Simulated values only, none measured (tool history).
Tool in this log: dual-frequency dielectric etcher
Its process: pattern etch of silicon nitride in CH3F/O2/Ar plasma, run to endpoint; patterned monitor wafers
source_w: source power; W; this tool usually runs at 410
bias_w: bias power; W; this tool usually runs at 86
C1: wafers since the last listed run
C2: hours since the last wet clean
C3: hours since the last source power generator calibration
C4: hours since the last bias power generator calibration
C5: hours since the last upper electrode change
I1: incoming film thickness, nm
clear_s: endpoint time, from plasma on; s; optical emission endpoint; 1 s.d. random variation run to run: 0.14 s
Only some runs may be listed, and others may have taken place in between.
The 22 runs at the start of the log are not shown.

{"run": 23, "hour": 250.8, "source_w": 310, "bias_w": 95, "C1": 72, "C2": 209.4, "C3": 9.3, "C4": 54.3, "C5": 167.5, "I1": 26.97, "clear_s": 38.0}
{"run": 24, "hour": 266.4, "source_w": 510, "bias_w": 74, "C1": 129, "C2": 225.0, "C3": 24.9, "C4": 69.9, "C5": 183.1, "I1": 26.9, "clear_s": 35.0}
{"run": 25, "hour": 284.1, "source_w": 460, "bias_w": 102, "C1": 146, "C2": 242.7, "C3": 42.6, "C4": 87.6, "C5": 200.8, "I1": 27.23, "clear_s": 33.4}
{"run": 26, "hour": 290.7, "source_w": 380, "bias_w": 98, "C1": 54, "C2": 249.3, "C3": 49.2, "C4": 94.2, "C5": 207.4, "I1": 27.12, "clear_s": 36.0}
{"run": 27, "hour": 302.0, "source_w": 410, "bias_w": 95, "C1": 93, "C2": 260.6, "C3": 60.5, "C4": 105.5, "C5": 218.7, "I1": 27.2, "clear_s": 35.4}
{"run": 28, "hour": 314.1, "source_w": 460, "bias_w": 96, "C1": 100, "C2": 272.7, "C3": 72.6, "C4": 117.6, "C5": 230.8, "I1": 26.78, "clear_s": 33.6}
{"run": 29, "hour": 328.3, "source_w": 440, "bias_w": 96, "C1": 117, "C2": 286.9, "C3": 86.8, "C4": 131.8, "C5": 245.0, "I1": 26.77, "clear_s": 34.1}
{"run": 30, "hour": 340.3, "source_w": 450, "bias_w": 80, "C1": 99, "C2": 298.9, "C3": 98.8, "C4": 143.8, "C5": 257.0, "I1": 27.16, "clear_s": 36.4}
{"hour": 373.4, "done": "wet clean of the chamber"}
{"run": 31, "hour": 373.9, "source_w": 480, "bias_w": 86, "C1": 79, "C2": 0.5, "C3": 132.4, "C4": 177.4, "C5": 290.6, "I1": 26.95, "clear_s": 33.3}
{"run": 32, "hour": 374.2, "source_w": 470, "bias_w": 95, "C1": 2, "C2": 0.8, "C3": 132.7, "C4": 177.7, "C5": 290.9, "I1": 27.12, "clear_s": 32.8}
{"run": 33, "hour": 376.1, "source_w": 410, "bias_w": 93, "C1": 15, "C2": 2.7, "C3": 134.6, "C4": 179.6, "C5": 292.8, "I1": 26.69, "clear_s": 33.9}
{"run": 34, "hour": 383.4, "source_w": 410, "bias_w": 86, "C1": 60, "C2": 10.0, "C3": 141.9, "C4": 186.9, "C5": 300.1, "I1": 27.05, "clear_s": 35.0}
{"run": 35, "hour": 396.1, "source_w": 380, "bias_w": 104, "C1": 105, "C2": 22.7, "C3": 154.6, "C4": 199.6, "C5": 312.8, "I1": 26.76, "clear_s": 34.0}

4 ways to go on from here, each from the tool as it stands after run 35. What would each give?
{"run": "A", "hour": 396.5, "source_w": 410, "bias_w": 107, "C1": 3, "C2": 23.1, "C3": 155.0, "C4": 200.0, "C5": 313.2, "I1": 27.05, "clear_s": "?"}
{"run": "B", "hour": 396.5, "source_w": 380, "bias_w": 103, "C1": 3, "C2": 23.1, "C3": 155.0, "C4": 200.0, "C5": 313.2, "I1": 27.05, "clear_s": "?"}
{"run": "C", "hour": 396.5, "source_w": 360, "bias_w": 76, "C1": 3, "C2": 23.1, "C3": 155.0, "C4": 200.0, "C5": 313.2, "I1": 27.05, "clear_s": "?"}
{"run": "D", "hour": 396.5, "source_w": 340, "bias_w": 106, "C1": 3, "C2": 23.1, "C3": 155.0, "C4": 200.0, "C5": 313.2, "I1": 27.05, "clear_s": "?"}

run=A clear_s=32.9
run=B clear_s=34.1
run=C clear_s=37.5
run=D clear_s=35.0
Without the tool's hidden state the same runs would have given:
run=A clear_s=33.0
run=B clear_s=34.1
run=C clear_s=37.5
run=D clear_s=35.0
